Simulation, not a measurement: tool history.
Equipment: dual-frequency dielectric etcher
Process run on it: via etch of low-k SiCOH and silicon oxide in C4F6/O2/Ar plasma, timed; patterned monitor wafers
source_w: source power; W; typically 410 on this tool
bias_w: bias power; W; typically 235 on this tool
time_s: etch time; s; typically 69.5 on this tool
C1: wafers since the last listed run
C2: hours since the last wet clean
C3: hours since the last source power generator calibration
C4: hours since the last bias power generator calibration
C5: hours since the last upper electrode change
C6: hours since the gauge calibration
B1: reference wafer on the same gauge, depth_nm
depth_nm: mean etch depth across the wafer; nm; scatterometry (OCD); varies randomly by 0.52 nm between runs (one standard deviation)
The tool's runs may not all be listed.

run 1 hour=0 | source_w=410 bias_w=235 time_s=75.5 | C1=0 C2=482.5 C3=19.4 C4=4073.1 C5=5816.7 C6=1026.8 | B1=159.1 | depth_nm=201.4
-- hour=30 bias power generator calibrated
run 2 hour=46.6 | source_w=410 bias_w=235 time_s=75.5 | C1=301 C2=529.1 C3=66 C4=16.6 C5=5863.3 C6=1073.4 | B1=159.2 | depth_nm=201.2
run 3 hour=77.2 | source_w=410 bias_w=235 time_s=69.5 | C1=216 C2=559.7 C3=96.6 C4=47.2 C5=5893.9 C6=1104 | B1=159 | depth_nm=184.6
run 4 hour=146.8 | source_w=410 bias_w=235 time_s=69.5 | C1=492 C2=629.3 C3=166.2 C4=116.8 C5=5963.5 C6=1173.6 | B1=159 | depth_nm=183.4
-- hour=186.7 wet clean of the chamber
run 5 hour=206.4 | source_w=410 bias_w=235 time_s=69.5 | C1=251 C2=19.7 C3=225.8 C4=176.4 C5=6023.1 C6=1233.2 | B1=159.2 | depth_nm=189.9
run 6 hour=248.5 | source_w=410 bias_w=235 time_s=69.5 | C1=297 C2=61.8 C3=267.9 C4=218.5 C5=6065.2 C6=1275.3 | B1=159.1 | depth_nm=190.1
run 7 hour=283.8 | source_w=410 bias_w=235 time_s=69.5 | C1=249 C2=97.1 C3=303.2 C4=253.8 C5=6100.5 C6=1310.6 | B1=159 | depth_nm=189.1
run 8 hour=325.4 | source_w=380 bias_w=235 time_s=69.5 | C1=294 C2=138.7 C3=344.8 C4=295.4 C5=6142.1 C6=1352.2 | B1=159.1 | depth_nm=182.4
run 9 hour=384.3 | source_w=480 bias_w=235 time_s=90 | C1=416 C2=197.6 C3=403.7 C4=354.3 C5=6201 C6=1411.1 | B1=158.9 | depth_nm=259.4
run 10 hour=452.7 | source_w=410 bias_w=235 time_s=79 | C1=484 C2=266 C3=472.1 C4=422.7 C5=6269.4 C6=1479.5 | B1=159.1 | depth_nm=213.4
-- hour=505.2 upper electrode replaced
-- hour=513.2 gauge calibrated
run 11 hour=638.5 | source_w=410 bias_w=235 time_s=69.5 | C1=1145 C2=451.8 C3=657.9 C4=608.5 C5=133.3 C6=125.3 | B1=159.1 | depth_nm=185.9
run 12 hour=674.6 | source_w=410 bias_w=273 time_s=69.5 | C1=255 C2=487.9 C3=694 C4=644.6 C5=169.4 C6=161.4 | B1=159 | depth_nm=197.1
run 13 hour=706.5 | source_w=500 bias_w=292 time_s=88.5 | C1=225 C2=519.8 C3=725.9 C4=676.5 C5=201.3 C6=193.3 | B1=158.9 | depth_nm=280.5
run 14 hour=743.5 | source_w=410 bias_w=235 time_s=63 | C1=261 C2=556.8 C3=762.9 C4=713.5 C5=238.3 C6=230.3 | B1=158.9 | depth_nm=168.2
run 15 hour=843.5 | source_w=410 bias_w=287 time_s=80 | C1=707 C2=656.8 C3=862.9 C4=813.5 C5=338.3 C6=330.3 | B1=158.9 | depth_nm=229.7
run 16 hour=886.7 | source_w=370 bias_w=178 time_s=61 | C1=305 C2=700 C3=906.1 C4=856.7 C5=381.5 C6=373.5 | B1=159 | depth_nm=137.8
-- hour=918.5 wet clean of the chamber
run 17 hour=925.9 | source_w=360 bias_w=187 time_s=59.5 | C1=107 C2=7.4 C3=945.3 C4=895.9 C5=420.7 C6=412.7 | B1=158.9 | depth_nm=140.6
run 18 hour=997.1 | source_w=490 bias_w=264 time_s=69.5 | C1=503 C2=78.6 C3=1016.5 C4=967.1 C5=491.9 C6=483.9 | B1=158.9 | depth_nm=213
run 19 hour=1065 | source_w=410 bias_w=235 time_s=69.5 | C1=480 C2=146.5 C3=1084.4 C4=1035 C5=559.8 C6=551.8 | B1=159 | depth_nm=190
run 20 hour=1089.1 | source_w=410 bias_w=259 time_s=85.5 | C1=170 C2=170.6 C3=1108.5 C4=1059.1 C5=583.9 C6=575.9 | B1=159.1 | depth_nm=241.5
run 21 hour=1146.2 | source_w=450 bias_w=235 time_s=90.5 | C1=404 C2=227.7 C3=1165.6 C4=1116.2 C5=641 C6=633 | B1=158.7 | depth_nm=254.7
run 22 hour=1207.4 | source_w=410 bias_w=284 time_s=50 | C1=433 C2=288.9 C3=1226.8 C4=1177.4 C5=702.2 C6=694.2 | B1=158.9 | depth_nm=145.9
run 23 hour=1248.3 | source_w=410 bias_w=235 time_s=69.5 | C1=289 C2=329.8 C3=1267.7 C4=1218.3 C5=743.1 C6=735.1 | B1=159.1 | depth_nm=187
run 24 hour=1311.6 | source_w=410 bias_w=235 time_s=69.5 | C1=447 C2=393.1 C3=1331 C4=1281.6 C5=806.4 C6=798.4 | B1=159.1 | depth_nm=186.5
run 25 hour=1362.9 | source_w=410 bias_w=235 time_s=56.5 | C1=363 C2=444.4 C3=1382.3 C4=1332.9 C5=857.7 C6=849.7 | B1=158.9 | depth_nm=152.2
-- hour=1546 wet clean of the chamber
run 26 hour=1546.5 | source_w=470 bias_w=287 time_s=69.5 | C1=1129 C2=0.5 C3=1565.9 C4=1516.5 C5=1041.3 C6=1033.3 | B1=158.8 | depth_nm=218.5
run 27 hour=1574 | source_w=410 bias_w=235 time_s=69.5 | C1=194 C2=28 C3=1593.4 C4=1544 C5=1068.8 C6=1060.8 | B1=159.1 | depth_nm=190.2
run 28 hour=1602.4 | source_w=440 bias_w=199 time_s=75.5 | C1=200 C2=56.4 C3=1621.8 C4=1572.4 C5=1097.2 C6=1089.2 | B1=158.9 | depth_nm=198.5
run 29 hour=1673 | source_w=470 bias_w=205 time_s=54.5 | C1=499 C2=127 C3=1692.4 C4=1643 C5=1167.8 C6=1159.8 | B1=158.8 | depth_nm=148.7

What differs in the tool's unlogged condition from the final listed run ahead of each entry between runs to the first listed run following it?
In the gap between runs 1 and 2: bias power generator calibrated (hour 30)
  etch rate over this chamber's usual, %: -2.5 -> -2.72
  measured result minus the result with no hidden state, depth_nm: -5.2 -> -5.6 nm
In the gap between runs 4 and 5: wet clean of the chamber (hour 186.7)
  etch rate over this chamber's usual, %: -3.19 -> 0.242
  measured result minus the result with no hidden state, depth_nm: -6 -> +0.4 nm
In the gap between runs 10 and 11: upper electrode replaced (hour 505.2); gauge calibrated (hour 513.2)
  etch rate over this chamber's usual, %: -0.925 -> -1.8
  measured result minus the result with no hidden state, depth_nm: -2 -> -3.4 nm
In the gap between runs 16 and 17: wet clean of the chamber (hour 918.5)
  etch rate over this chamber's usual, %: -2.98 -> 0.473
  measured result minus the result with no hidden state, depth_nm: -4.2 -> +0.7 nm
In the gap between runs 25 and 26: wet clean of the chamber (hour 1546)
  etch rate over this chamber's usual, %: -1.6 -> 0.0653
  measured result minus the result with no hidden state, depth_nm: -2.4 -> +0.2 nm

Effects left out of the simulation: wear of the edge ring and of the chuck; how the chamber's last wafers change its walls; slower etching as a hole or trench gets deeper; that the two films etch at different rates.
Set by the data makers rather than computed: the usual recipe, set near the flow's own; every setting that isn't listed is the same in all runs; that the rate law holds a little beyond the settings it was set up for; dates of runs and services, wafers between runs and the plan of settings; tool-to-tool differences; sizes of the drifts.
